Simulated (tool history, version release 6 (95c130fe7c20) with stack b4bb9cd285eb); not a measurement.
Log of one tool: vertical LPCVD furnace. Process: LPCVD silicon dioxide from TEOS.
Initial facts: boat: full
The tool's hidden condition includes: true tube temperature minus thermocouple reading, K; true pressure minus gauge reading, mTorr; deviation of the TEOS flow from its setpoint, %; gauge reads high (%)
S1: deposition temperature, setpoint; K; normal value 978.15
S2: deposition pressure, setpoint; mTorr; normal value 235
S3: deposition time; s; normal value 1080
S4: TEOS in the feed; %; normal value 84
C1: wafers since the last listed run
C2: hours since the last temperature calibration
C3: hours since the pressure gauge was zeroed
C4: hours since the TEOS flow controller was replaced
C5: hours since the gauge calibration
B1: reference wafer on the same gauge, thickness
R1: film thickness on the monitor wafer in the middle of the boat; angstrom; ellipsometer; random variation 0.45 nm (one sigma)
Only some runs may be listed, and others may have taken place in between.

run	hour	S1	S2	S3	S4	C1	C2	C3	C4	C5	B1	R1
1	0	978.15	235	1080	84	0	1966.2	1618.2	0.5	207.3	132.01	1382.1
2	3.3	978.15	235	1080	84	42	1969.5	1621.5	3.8	210.6	131.99	1389.9
3	6.6	978.15	235	1080	84	42	1972.8	1624.8	7.1	213.9	132	1375.4
4	18.4	978.15	210	960	84	151	1984.6	1636.6	18.9	225.7	132.03	1161.2
5	31.4	978.15	210	960	84	167	1997.6	1649.6	31.9	238.7	131.98	1156.6
6	48.8	978.15	235	1080	89	223	2015	1667	49.3	256.1	132.07	1421.4
7	63.7	978.15	235	1080	89	191	2029.9	1681.9	64.2	271	132.13	1423.7
8	73.4	978.15	235	1080	89	124	2039.6	1691.6	73.9	280.7	131.99	1421.1
9	125.1	978.15	215	1230	97	664	2091.3	1743.3	125.6	332.4	132	1611
# hour 156: thermocouples replaced and temperature profile calibrated
# hour 166.7: pressure gauge zeroed
10	167.2	978.15	205	1080	70	96	11.2	0.5	167.7	374.5	131.98	1173.8
11	170.4	983.15	210	1350	92	41	14.4	3.7	170.9	377.7	131.92	1921.7
12	173.7	978.15	235	1080	84	42	17.7	7	174.2	381	132	1379.6
13	177	989.15	265	870	75	42	21	10.3	177.5	384.3	132.03	1437
14	189	978.15	235	1080	84	154	33	22.3	189.5	396.3	131.99	1383.9
15	197.3	978.15	235	930	84	106	41.3	30.6	197.8	404.6	132.11	1191
16	207.9	978.15	235	1200	97	136	51.9	41.2	208.4	415.2	131.97	1655.3
17	214.4	987.15	270	1200	94	83	58.4	47.7	214.9	421.7	132.06	2137.6
18	225.3	971.15	265	870	79	140	69.3	58.6	225.8	432.6	132.12	974
19	241.7	968.15	275	1080	96	210	85.7	75	242.2	449	132.01	1270.4
20	255.2	985.15	200	1200	91	173	99.2	88.5	255.7	462.5	132.04	1731.4
21	263.9	978.15	285	1080	75	111	107.9	97.2	264.4	471.2	132.03	1434.1
# hour 270.3: gauge calibrated
22	308.9	978.15	285	930	84	578	152.9	142.2	309.4	38.6	131.92	1306.7
23	322.8	978.15	235	690	72	178	166.8	156.1	323.3	52.5	131.96	815.1
24	334.1	978.15	205	870	71	145	178.1	167.4	334.6	63.8	132.02	948.1
25	348	978.15	235	1080	84	178	192	181.3	348.5	77.7	132.06	1389.2
26	360.4	978.15	270	900	72	159	204.4	193.7	360.9	90.1	132.02	1140
27	371.6	978.15	210	930	92	143	215.6	204.9	372.1	101.3	131.95	1176.4
28	384.8	978.15	285	1470	84	169	228.8	218.1	385.3	114.5	131.87	2054.2
29	391	978.15	235	660	84	79	235	224.3	391.5	120.7	131.93	842
30	399.4	978.15	235	1080	84	107	243.4	232.7	399.9	129.1	131.97	1380
31	416.3	978.15	235	1080	84	217	260.3	249.6	416.8	146	132.08	1370.5
32	426	987.15	255	1080	84	124	270	259.3	426.5	155.7	131.98	1767.6

What differs in the tool's unlogged condition from the final listed run ahead of each entry between runs to the first listed run following it?
Logged between run 9 and run 10: thermocouples replaced and temperature profile calibrated (hour 156); pressure gauge zeroed (hour 166.7)
  the hidden state is the same at both runs
Logged between run 21 and run 22: gauge calibrated (hour 270.3)
  the hidden state is the same at both runs

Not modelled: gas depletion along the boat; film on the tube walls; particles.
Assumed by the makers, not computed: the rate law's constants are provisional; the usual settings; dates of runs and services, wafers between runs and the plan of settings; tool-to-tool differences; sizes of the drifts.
